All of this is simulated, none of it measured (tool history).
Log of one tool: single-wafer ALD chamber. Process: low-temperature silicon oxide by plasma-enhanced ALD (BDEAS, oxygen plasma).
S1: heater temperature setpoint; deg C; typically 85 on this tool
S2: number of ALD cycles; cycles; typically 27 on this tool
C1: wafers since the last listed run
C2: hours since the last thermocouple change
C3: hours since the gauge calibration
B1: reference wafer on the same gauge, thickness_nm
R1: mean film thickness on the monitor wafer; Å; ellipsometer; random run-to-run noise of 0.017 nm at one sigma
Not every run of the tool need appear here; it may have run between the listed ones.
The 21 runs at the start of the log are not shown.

run,hour,S1,S2,C1,C2,C3,B1,R1
22,1360.3,85,27,613,1846.6,182.8,4.543,39.01
23,1401.2,85,27,420,1887.5,223.7,4.545,39.2
24,1441.4,81,25,413,1927.7,263.9,4.544,36.32
25,1469.8,98,27,291,1956.1,292.3,4.543,37.49
# hour 1537.9: thermocouple changed; heater temperature recalibrated
26,1541,85,27,649,3.1,363.5,4.535,39.83
27,1694.7,85,31,1579,156.8,517.2,4.541,45.41
28,1730.8,95,27,370,192.9,553.3,4.545,38.32
29,1774.7,78,29,451,236.8,597.2,4.543,43.5
30,1836.2,92,27,631,298.3,658.7,4.533,38.71
31,1895.9,74,24,613,358,718.4,4.541,36.43
32,1922.5,85,26,273,384.6,745,4.534,37.83
33,1979.3,85,27,583,441.4,801.8,4.542,39.18
34,2004.9,81,27,263,467,827.4,4.538,40.08
35,2045.5,77,31,417,507.6,868,4.54,46.61
36,2076.1,81,32,314,538.2,898.6,4.544,47.38
37,2121.2,95,31,463,583.3,943.7,4.538,43.44
38,2181.4,93,32,618,643.5,1003.9,4.538,45.15
39,2245.5,78,22,658,707.6,1068,4.542,32.69
40,2290.4,73,23,461,752.5,1112.9,4.537,34.8
41,2327.7,85,27,383,789.8,1150.2,4.539,39.42
42,2386.7,85,24,606,848.8,1209.2,4.539,34.99
43,2456.5,96,25,717,918.6,1279,4.541,35.07

4 ways to go on from here, each from the tool as it stands after run 43. What would each give?
A,2456.9,85,23,4,919,1279.4,?,?
B,2456.9,94,23,4,919,1279.4,?,?
C,2456.9,91,24,4,919,1279.4,?,?
D,2456.9,71,24,4,919,1279.4,?,?

run,B1,R1
A,4.539,33.21
B,4.539,32.15
C,4.539,33.92
D,4.539,36.37
What these runs would have given with no unlogged condition in the tool:
run,R1
A,33.85
B,32.8
C,34.59
D,37.04
